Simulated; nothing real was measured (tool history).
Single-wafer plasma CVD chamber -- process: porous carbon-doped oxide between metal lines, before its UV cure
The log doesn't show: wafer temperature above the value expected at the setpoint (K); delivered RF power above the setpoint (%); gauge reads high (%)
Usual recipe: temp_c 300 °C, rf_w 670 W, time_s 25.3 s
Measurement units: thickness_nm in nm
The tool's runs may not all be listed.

run     day  temp_c  rf_w  time_s  wafers since the last listed run  hours since the last thermocouple change  hours since the last RF generator calibration  hours since the showerhead was replaced  hours since the gauge calibration  read-back reference wafer on the same gauge, thickness_nm  thickness_nm
  1       0     300   695    25.3                                 0                                    1144.2                                          433.7                                   6675.2                              151.6                                                    167.983       173.481
  2   1.358     300   670    26.7                              1037                                    1176.8                                          466.3                                   6707.8                              184.2                                                    167.861       179.868
  3   1.938     300   670    26.7                               442                                    1190.7                                          480.2                                   6721.7                              198.1                                                    167.919       179.607
  4     3.4     300   670    25.3                              1116                                    1225.8                                          515.3                                   6756.8                              233.2                                                    168.005       169.751
      4.738  -- showerhead replaced
  5   4.758     300   670    25.3                               782                                    1258.4                                          547.9                                      0.5                              265.8                                                    168.066       170.458
  6   5.696     300   670    25.3                               716                                    1280.9                                          570.4                                       23                              288.3                                                    167.923       169.681
  7   7.125     300   670    25.3                              1091                                    1315.2                                          604.7                                     57.3                              322.6                                                    167.806       170.476
  8   7.808     300   670    25.3                               521                                    1331.6                                          621.1                                     73.7                                339                                                    168.104       170.133
  9   8.583     300   730    25.3                               591                                    1350.2                                          639.7                                     92.3                              357.6                                                    168.021       177.632
 10   9.333     300   730    25.3                               572                                    1368.2                                          657.7                                    110.3                              375.6                                                    167.723       177.067
 11  10.275     300   670    25.3                               719                                    1390.8                                          680.3                                    132.9                              398.2                                                    167.852       170.143
 12    11.4     300   625    25.3                               859                                    1417.8                                          707.3                                    159.9                              425.2                                                    168.045       165.137
 13  12.312     300   625    25.3                               696                                    1439.7                                          729.2                                    181.8                              447.1                                                    168.111       163.636
 14  12.912     300   725    22.5                               458                                    1454.1                                          743.6                                    196.2                              461.5                                                    167.914       157.629
     14.117  -- thermocouple changed; heater temperature recalibrated
 15  14.138     288   670    25.3                               680                                       0.5                                            773                                    225.6                              490.9                                                    168.043       184.273
 16  14.442     309   745    29.7                               232                                       7.8                                          780.3                                    232.9                              498.2                                                    167.828       197.313
 17  15.504     290   545    21.6                               811                                      33.3                                          805.8                                    258.4                              523.7                                                    168.009       141.092
 18  16.758     293   635    27.5                               957                                      63.4                                          835.9                                    288.5                              553.8                                                    167.964       188.417
 19  18.012     300   670    22.6                               957                                      93.5                                            866                                    318.6                              583.9                                                    167.947       152.754
 20  18.679     300   670    25.3                               509                                     109.5                                            882                                    334.6                              599.9                                                    168.042       170.375
 21  20.025     306   670    26.8                              1027                                     141.8                                          914.3                                    366.9                              632.2                                                     168.02       172.961
      20.95  -- RF generator calibrated
     21.642  -- gauge calibrated
 22  23.071     314   545    21.8                              2071                                     214.9                                           50.9                                      440                               34.3                                                    168.001       124.111
 23  23.812     300   670    25.3                               566                                     232.7                                           68.7                                    457.8                               52.1                                                    167.981       171.473
 24  24.567     300   670    25.3                               575                                     250.8                                           86.8                                    475.9                               70.2                                                    167.855       171.796
 25  25.533     290   540    22.1                               738                                       274                                            110                                    499.1                               93.4                                                    168.092       145.876
 26  26.683     300   670    25.3                               878                                     301.6                                          137.6                                    526.7                                121                                                    167.919       171.186
 27  27.933     305   790    22.4                               954                                     331.6                                          167.6                                    556.7                                151                                                    168.196       160.582
 28  29.308     305   585    25.3                              1050                                     364.6                                          200.6                                    589.7                                184                                                    168.111        155.22
 29  30.342     292   670    25.3                               789                                     389.4                                          225.4                                    614.5                              208.8                                                    168.096       179.877
 30  31.512     300   670    25.3                               894                                     417.5                                          253.5                                    642.6                              236.9                                                    168.099       171.126
 31  32.379     291   750    28.4                               661                                     438.3                                          274.3                                    663.4                              257.7                                                     167.79       214.263
 32  32.971     300   805    25.3                               451                                     452.5                                          288.5                                    677.6                              271.9                                                    168.105       186.488
 33  33.588     300   670    25.3                               470                                     467.3                                          303.3                                    692.4                              286.7                                                    168.082       170.835
 34  34.525     305   600    28.2                               716                                     489.8                                          325.8                                    714.9                              309.2                                                    168.299         173.8
 35  35.938     300   600    25.3                              1078                                     523.7                                          359.7                                    748.8                              343.1                                                    167.994       161.232

What would each run have given without the hidden state, its run-to-run variation left as it was?
run  thickness_nm
  1       175.701
  2       182.239
  3       182.001
  4       172.074
  5       172.841
  6       172.086
  7       172.937
  8       172.609
  9        180.24
 10       179.687
 11       172.683
 12       167.667
 13       166.162
 14       160.035
 15       187.111
 16       200.357
 17       143.319
 18       191.413
 19        155.16
 20       173.068
 21       175.711
 22       124.667
 23       172.344
 24       172.779
 25        146.84
 26       172.446
 27       161.902
 28       156.651
 29       181.617
 30       172.888
 31        216.56
 32       188.538
 33        172.76
 34        175.86
 35       163.232
